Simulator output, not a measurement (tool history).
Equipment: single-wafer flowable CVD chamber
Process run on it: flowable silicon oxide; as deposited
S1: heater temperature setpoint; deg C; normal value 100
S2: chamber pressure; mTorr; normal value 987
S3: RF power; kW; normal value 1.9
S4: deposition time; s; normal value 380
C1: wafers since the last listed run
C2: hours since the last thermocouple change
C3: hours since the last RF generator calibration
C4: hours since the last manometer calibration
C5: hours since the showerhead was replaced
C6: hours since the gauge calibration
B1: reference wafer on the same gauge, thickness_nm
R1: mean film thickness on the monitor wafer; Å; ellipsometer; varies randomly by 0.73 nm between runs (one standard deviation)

run	day	S1	S2	S3	S4	C1	C2	C3	C4	C5	C6	B1	R1
1	0	100	987	1.9	380	0	1976.5	1449.5	2352.8	5284.3	723.5	312.835	2788.15
2	1.317	100	987	1.9	380	133	2008.1	1481.1	2384.4	5315.9	755.1	312.986	2778.04
3	2.792	100	987	1.9	380	149	2043.5	1516.5	2419.8	5351.3	790.5	312.747	2779.85
4	5.621	100	987	2.165	380	286	2111.4	1584.4	2487.7	5419.2	858.4	313.215	2858.43
5	8.142	100	987	2.165	380	255	2171.9	1644.9	2548.2	5479.7	918.9	312.986	2840.09
6	10.704	100	987	2.165	380	259	2233.4	1706.4	2609.7	5541.2	980.4	313.012	2855.94
7	12.708	100	987	1.9	380	203	2281.5	1754.5	2657.8	5589.3	1028.5	313.206	2771.86
8	14.388	100	987	1.9	380	170	2321.8	1794.8	2698.1	5629.6	1068.8	312.99	2761.35
9	17.371	100	987	1.9	380	302	2393.4	1866.4	2769.7	5701.2	1140.4	313.055	2770.16
10	18.383	100	987	1.9	380	102	2417.7	1890.7	2794	5725.5	1164.7	312.945	2764.45
# day 19.692: showerhead replaced
11	20.65	100	987	1.9	380	195	2472.1	1945.1	2848.4	23	1219.1	313.053	2747.73
12	23.404	100	987	1.9	380	279	2538.2	2011.2	2914.5	89.1	1285.2	313.182	2745.65
# day 24.654: RF generator calibrated
# day 24.858: capacitance manometer re-zeroed and calibrated
13	24.992	100	774	1.9	380	106	2576.3	8.1	3.2	127.2	1323.3	312.867	2159.43
# day 27.262: gauge calibrated
14	27.8	100	987	1.9	380	284	2643.7	75.5	70.6	194.6	12.9	313.086	2744.44
15	30.462	108	987	2.16	307	269	2707.6	139.4	134.5	258.5	76.8	312.971	1689.16
16	32.967	113	1187	1.9	402	253	2767.7	199.5	194.6	318.6	136.9	312.793	2142.4
# day 33.675: thermocouple changed; heater temperature recalibrated
17	34.971	92	748	2.215	358	169	31.1	247.6	242.7	366.7	185	312.82	2902.8
18	37.288	100	987	1.9	380	234	86.7	303.2	298.3	422.3	240.6	313.208	2902.39
19	40.033	100	987	2.03	380	278	152.6	369.1	364.2	488.2	306.5	312.896	2944.93
20	42.8	92	987	1.9	319	280	219	435.5	430.6	554.6	372.9	313.156	3289.07
21	44.246	92	987	1.585	423	146	253.7	470.2	465.3	589.3	407.6	312.76	4104.11
22	46.842	86	987	1.9	413	263	316	532.5	527.6	651.6	469.9	313.017	5218.41
23	48.808	100	987	1.9	419	199	363.2	579.7	574.8	698.8	517.1	312.98	3161.85
24	50.279	100	874	2.245	380	149	398.5	615	610.1	734.1	552.4	313.233	2640.19
25	52.462	100	987	1.9	380	221	450.9	667.4	662.5	786.5	604.8	312.927	2884.38
26	54.217	100	987	1.9	380	177	493	709.5	704.6	828.6	646.9	313.025	2883.74
27	55.812	93	987	1.9	380	161	531.3	747.8	742.9	866.9	685.2	312.8	3759.5

Forecast each of these 5 alternatives for the next run:
A	55.833	100	987	1.9	418	2	531.8	748.3	743.4	867.4	685.7	?	?
B	55.833	100	1059	1.9	455	2	531.8	748.3	743.4	867.4	685.7	?	?
C	55.833	95	842	1.9	380	2	531.8	748.3	743.4	867.4	685.7	?	?
D	55.833	94	987	1.9	380	2	531.8	748.3	743.4	867.4	685.7	?	?
E	55.833	86	886	1.755	409	2	531.8	748.3	743.4	867.4	685.7	?	?

run	B1	R1
A	312.741	3162.22
B	312.741	3692.62
C	312.741	2960.99
D	312.741	3599.92
E	312.741	4522.26
With the hidden condition removed and each run's random variation left untouched, the same runs would have given:
run	R1
A	3178.46
B	3711.59
C	2975.78
D	3618.01
E	4542.68
